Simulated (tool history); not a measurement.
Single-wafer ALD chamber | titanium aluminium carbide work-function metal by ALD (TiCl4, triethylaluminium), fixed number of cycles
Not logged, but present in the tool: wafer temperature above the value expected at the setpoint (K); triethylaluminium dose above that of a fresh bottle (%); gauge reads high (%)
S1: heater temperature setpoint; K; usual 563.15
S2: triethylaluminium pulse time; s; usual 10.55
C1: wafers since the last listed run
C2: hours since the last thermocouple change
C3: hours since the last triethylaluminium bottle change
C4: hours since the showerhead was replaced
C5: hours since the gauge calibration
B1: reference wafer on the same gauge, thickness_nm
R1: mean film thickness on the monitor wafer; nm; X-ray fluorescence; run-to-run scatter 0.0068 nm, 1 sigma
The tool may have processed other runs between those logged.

run 1 hour=0.0 | S1=563.15 S2=10.55 | C1=0 C2=1043.2 C3=921.5 C4=4419.2 C5=612.5 | B1=2.031 | R1=2.202
run 2 hour=15.8 | S1=567.15 S2=7.58 | C1=145 C2=1059.0 C3=937.3 C4=4435.0 C5=628.3 | B1=2.028 | R1=2.166
run 3 hour=33.9 | S1=563.15 S2=10.55 | C1=167 C2=1077.1 C3=955.4 C4=4453.1 C5=646.4 | B1=2.032 | R1=2.192
run 4 hour=57.1 | S1=563.15 S2=10.55 | C1=214 C2=1100.3 C3=978.6 C4=4476.3 C5=669.6 | B1=2.030 | R1=2.186
run 5 hour=74.7 | S1=554.15 S2=10.55 | C1=162 C2=1117.9 C3=996.2 C4=4493.9 C5=687.2 | B1=2.030 | R1=2.113
run 6 hour=102.7 | S1=559.15 S2=10.55 | C1=258 C2=1145.9 C3=1024.2 C4=4521.9 C5=715.2 | B1=2.028 | R1=2.148
-- hour=130.6 triethylaluminium bottle replaced
run 7 hour=205.9 | S1=559.15 S2=10.55 | C1=879 C2=1249.1 C3=75.3 C4=4625.1 C5=818.4 | B1=2.030 | R1=2.161
run 8 hour=220.0 | S1=563.15 S2=9.33 | C1=130 C2=1263.2 C3=89.4 C4=4639.2 C5=832.5 | B1=2.033 | R1=2.185
run 9 hour=249.1 | S1=563.15 S2=10.55 | C1=268 C2=1292.3 C3=118.5 C4=4668.3 C5=861.6 | B1=2.031 | R1=2.204
run 10 hour=264.8 | S1=563.15 S2=7.56 | C1=145 C2=1308.0 C3=134.2 C4=4684.0 C5=877.3 | B1=2.029 | R1=2.123
run 11 hour=285.9 | S1=563.15 S2=7.56 | C1=194 C2=1329.1 C3=155.3 C4=4705.1 C5=898.4 | B1=2.028 | R1=2.122
run 12 hour=307.3 | S1=563.15 S2=7.56 | C1=197 C2=1350.5 C3=176.7 C4=4726.5 C5=919.8 | B1=2.030 | R1=2.132
run 13 hour=339.5 | S1=572.15 S2=8.09 | C1=297 C2=1382.7 C3=208.9 C4=4758.7 C5=952.0 | B1=2.030 | R1=2.238
run 14 hour=354.1 | S1=563.15 S2=10.55 | C1=134 C2=1397.3 C3=223.5 C4=4773.3 C5=966.6 | B1=2.032 | R1=2.189
run 15 hour=374.4 | S1=570.15 S2=8.96 | C1=187 C2=1417.6 C3=243.8 C4=4793.6 C5=986.9 | B1=2.030 | R1=2.235
run 16 hour=401.9 | S1=574.15 S2=6.89 | C1=254 C2=1445.1 C3=271.3 C4=4821.1 C5=1014.4 | B1=2.029 | R1=2.202
run 17 hour=431.9 | S1=571.15 S2=10.55 | C1=277 C2=1475.1 C3=301.3 C4=4851.1 C5=1044.4 | B1=2.030 | R1=2.279
run 18 hour=457.8 | S1=563.15 S2=13.61 | C1=239 C2=1501.0 C3=327.2 C4=4877.0 C5=1070.3 | B1=2.029 | R1=2.234
run 19 hour=481.4 | S1=563.15 S2=7.12 | C1=218 C2=1524.6 C3=350.8 C4=4900.6 C5=1093.9 | B1=2.028 | R1=2.116
run 20 hour=507.9 | S1=573.15 S2=10.55 | C1=244 C2=1551.1 C3=377.3 C4=4927.1 C5=1120.4 | B1=2.030 | R1=2.309
run 21 hour=521.5 | S1=570.15 S2=10.55 | C1=125 C2=1564.7 C3=390.9 C4=4940.7 C5=1134.0 | B1=2.028 | R1=2.263
run 22 hour=552.9 | S1=572.15 S2=8.09 | C1=290 C2=1596.1 C3=422.3 C4=4972.1 C5=1165.4 | B1=2.030 | R1=2.230
-- hour=595.5 thermocouple changed; heater temperature recalibrated
-- hour=610.8 showerhead replaced
-- hour=635.5 gauge calibrated
run 23 hour=639.5 | S1=563.15 S2=10.55 | C1=652 C2=44.0 C3=508.9 C4=28.7 C5=4.0 | B1=2.030 | R1=2.166
run 24 hour=671.4 | S1=563.15 S2=7.29 | C1=294 C2=75.9 C3=540.8 C4=60.6 C5=35.9 | B1=2.030 | R1=2.089
run 25 hour=699.5 | S1=553.15 S2=13.05 | C1=259 C2=104.0 C3=568.9 C4=88.7 C5=64.0 | B1=2.029 | R1=2.107
run 26 hour=724.2 | S1=563.15 S2=7.56 | C1=228 C2=128.7 C3=593.6 C4=113.4 C5=88.7 | B1=2.030 | R1=2.100
run 27 hour=737.8 | S1=553.15 S2=8.00 | C1=125 C2=142.3 C3=607.2 C4=127.0 C5=102.3 | B1=2.030 | R1=2.026
run 28 hour=773.5 | S1=552.15 S2=7.12 | C1=329 C2=178.0 C3=642.9 C4=162.7 C5=138.0 | B1=2.031 | R1=1.989
run 29 hour=794.7 | S1=563.15 S2=12.23 | C1=195 C2=199.2 C3=664.1 C4=183.9 C5=159.2 | B1=2.029 | R1=2.203
run 30 hour=820.9 | S1=551.15 S2=10.55 | C1=242 C2=225.4 C3=690.3 C4=210.1 C5=185.4 | B1=2.032 | R1=2.070
run 31 hour=835.7 | S1=563.15 S2=10.55 | C1=136 C2=240.2 C3=705.1 C4=224.9 C5=200.2 | B1=2.027 | R1=2.175
run 32 hour=855.0 | S1=563.15 S2=10.55 | C1=178 C2=259.5 C3=724.4 C4=244.2 C5=219.5 | B1=2.028 | R1=2.173
run 33 hour=872.6 | S1=550.15 S2=10.55 | C1=162 C2=277.1 C3=742.0 C4=261.8 C5=237.1 | B1=2.031 | R1=2.057

Hidden condition of the tool, last listed run before each entry between runs versus first listed run after:
Between runs 6 and 7: triethylaluminium bottle replaced (hour 130.6)
  wafer temperature above the value expected at the setpoint (K): 5.39 -> 5.51
  measured minus no-state result, R1: +0.049 -> +0.050 nm
Between runs 22 and 23: thermocouple changed; heater temperature recalibrated (hour 595.5); showerhead replaced (hour 610.8); gauge calibrated (hour 635.5)
  wafer temperature above the value expected at the setpoint (K): 5.78 -> 1.51
  measured minus no-state result, R1: +0.053 -> +0.014 nm
